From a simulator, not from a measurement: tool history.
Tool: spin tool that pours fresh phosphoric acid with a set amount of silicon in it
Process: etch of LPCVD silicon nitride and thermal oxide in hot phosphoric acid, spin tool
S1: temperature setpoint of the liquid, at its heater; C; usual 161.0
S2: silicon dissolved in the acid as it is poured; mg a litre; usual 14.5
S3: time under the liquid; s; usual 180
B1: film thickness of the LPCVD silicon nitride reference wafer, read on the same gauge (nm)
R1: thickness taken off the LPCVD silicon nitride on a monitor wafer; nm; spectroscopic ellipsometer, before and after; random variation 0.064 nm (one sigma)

run,hour,S1,S2,S3,B1,R1
1,0.0,161.0,14.5,180,80.01,15.15
2,19.3,161.0,14.5,180,79.98,15.21
3,107.8,161.0,14.5,180,79.98,15.19
# hour 115.8: dissolved silicon flow meter replaced
4,129.7,161.0,14.5,180,79.95,15.15
5,142.6,161.0,14.5,180,79.97,15.14
6,176.9,161.0,14.5,180,80.00,15.31
# hour 195.9: heated supply line repaired
7,203.9,161.0,14.5,180,80.00,16.42
8,223.2,161.0,18.5,180,79.99,16.33
# hour 226.7: thermometer replaced
# hour 255.0: gauge calibrated
9,257.5,161.0,14.5,180,80.05,15.37
10,270.4,163.5,5.5,75,80.01,7.04
11,289.8,161.0,14.5,180,80.03,15.48
12,311.9,162.5,24.5,245,79.95,22.29
13,344.4,163.5,4.0,180,79.99,16.80
14,367.0,158.0,8.0,245,79.95,19.18
15,383.2,161.0,7.0,180,79.99,15.52
16,403.9,163.5,10.5,130,79.96,12.17
17,420.3,158.5,5.5,180,79.97,14.26
18,446.7,161.0,14.5,180,80.00,15.56
19,482.3,159.5,23.5,90,80.01,7.38
20,503.7,163.5,14.5,230,80.00,21.45
21,517.1,161.0,14.5,180,80.01,15.35
22,550.7,159.0,14.5,180,80.04,14.50

The same runs without the tool's hidden state, with the same run-to-run variation:
The hidden state here: liquid hotter than its thermometer reads (K); dissolved silicon flow above the setpoint (%); temperature lost on the way to the wafer (K); gauge reads high (%).
run,R1
1,15.71
2,15.78
3,15.74
4,15.70
5,15.69
6,15.86
7,15.78
8,15.69
9,15.59
10,7.14
11,15.70
12,22.60
13,17.03
14,19.44
15,15.73
16,12.33
17,14.45
18,15.76
19,7.47
20,21.73
21,15.55
22,14.69
